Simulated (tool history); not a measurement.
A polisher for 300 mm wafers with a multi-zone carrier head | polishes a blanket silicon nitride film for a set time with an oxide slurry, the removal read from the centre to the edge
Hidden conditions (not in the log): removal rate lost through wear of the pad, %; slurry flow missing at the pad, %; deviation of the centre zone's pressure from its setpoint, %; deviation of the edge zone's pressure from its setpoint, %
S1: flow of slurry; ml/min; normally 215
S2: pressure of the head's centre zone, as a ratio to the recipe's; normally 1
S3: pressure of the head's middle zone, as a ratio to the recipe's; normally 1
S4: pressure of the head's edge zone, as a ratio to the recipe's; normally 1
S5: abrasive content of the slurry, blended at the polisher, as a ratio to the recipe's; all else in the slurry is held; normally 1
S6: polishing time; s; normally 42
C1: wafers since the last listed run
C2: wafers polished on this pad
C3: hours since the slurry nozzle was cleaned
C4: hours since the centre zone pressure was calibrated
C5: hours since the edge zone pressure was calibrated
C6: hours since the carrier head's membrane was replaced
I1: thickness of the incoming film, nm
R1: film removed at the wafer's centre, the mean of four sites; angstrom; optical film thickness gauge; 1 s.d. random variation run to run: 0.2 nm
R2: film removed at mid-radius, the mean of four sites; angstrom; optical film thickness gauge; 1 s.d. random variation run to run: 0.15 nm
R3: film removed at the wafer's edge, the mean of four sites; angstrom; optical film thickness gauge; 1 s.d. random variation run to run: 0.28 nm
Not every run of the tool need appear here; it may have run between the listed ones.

run 1 day=0 | S1=170 S2=1.08 S3=1 S4=0.92 S5=1 S6=29 | C1=0 C2=550 C3=127.1 C4=769.5 C5=68.5 C6=1895.7 | I1=343.6 | R1=169 R2=162 R3=153
run 2 day=0.471 | S1=215 S2=0.95 S3=1 S4=1 S5=1 S6=42 | C1=137 C2=688 C3=138.4 C4=780.8 C5=79.8 C6=1907 | I1=340.4 | R1=228 R2=242 R3=238
run 3 day=0.75 | S1=275 S2=0.94 S3=1 S4=0.94 S5=0.7 S6=42 | C1=81 C2=769 C3=145.1 C4=787.5 C5=86.5 C6=1913.7 | I1=339.4 | R1=198 R2=212 R3=204
-- day=1.288 carrier head's membrane replaced by a new one
run 4 day=1.308 | S1=185 S2=1 S3=1 S4=0.91 S5=0.8 S6=42 | C1=102 C2=871 C3=158.5 C4=800.9 C5=99.9 C6=0.5 | I1=339.5 | R1=209 R2=214 R3=209
run 5 day=1.867 | S1=215 S2=1 S3=1 S4=1.05 S5=1 S6=57 | C1=162 C2=1034 C3=171.9 C4=814.3 C5=113.3 C6=13.9 | I1=341.8 | R1=314 R2=320 R3=326
run 6 day=2.146 | S1=215 S2=0.95 S3=1 S4=1 S5=0.85 S6=42 | C1=81 C2=1116 C3=178.6 C4=821 C5=120 C6=20.6 | I1=333.5 | R1=209 R2=221 R3=219
run 7 day=2.879 | S1=215 S2=1 S3=1 S4=1 S5=1 S6=42 | C1=214 C2=1330 C3=196.2 C4=838.6 C5=137.6 C6=38.2 | I1=341.2 | R1=227 R2=231 R3=225
-- day=3.271 worn pad replaced by a new one
run 8 day=3.617 | S1=215 S2=1 S3=1 S4=1 S5=1 S6=42 | C1=166 C2=100 C3=213.9 C4=856.3 C5=155.3 C6=55.9 | I1=333.3 | R1=241 R2=244 R3=239
run 9 day=4.354 | S1=215 S2=1 S3=1 S4=1 S5=1 S6=42 | C1=215 C2=315 C3=231.6 C4=874 C5=173 C6=73.6 | I1=339.5 | R1=241 R2=242 R3=239
run 10 day=4.854 | S1=180 S2=1 S3=1.05 S4=1 S5=1 S6=42 | C1=145 C2=461 C3=243.6 C4=886 C5=185 C6=85.6 | I1=338.6 | R1=231 R2=244 R3=231
-- day=5.488 centre zone pressure recalibrated
run 11 day=5.567 | S1=215 S2=1 S3=1 S4=0.96 S5=1 S6=42 | C1=183 C2=645 C3=260.7 C4=1.9 C5=202.1 C6=102.7 | I1=341.2 | R1=237 R2=238 R3=229
run 12 day=6.15 | S1=215 S2=1 S3=1 S4=1 S5=1.25 S6=50 | C1=170 C2=815 C3=274.7 C4=15.9 C5=216.1 C6=116.7 | I1=334.2 | R1=303 R2=302 R3=306

Run 13 has not been measured yet. What should we expect?
run 13 day=6.658 | S1=175 S2=1 S3=0.93 S4=1 S5=1 S6=42 | C1=148 C2=963 C3=286.9 C4=28.1 C5=228.3 C6=128.9 | I1=339.4 | R1=? R2=? R3=?

Run 13 gave R1 228 angstrom, R2 217 angstrom, R3 230 angstrom.
Without the tool's hidden state the same run would have given R1 238 angstrom, R2 226 angstrom, R3 240 angstrom.

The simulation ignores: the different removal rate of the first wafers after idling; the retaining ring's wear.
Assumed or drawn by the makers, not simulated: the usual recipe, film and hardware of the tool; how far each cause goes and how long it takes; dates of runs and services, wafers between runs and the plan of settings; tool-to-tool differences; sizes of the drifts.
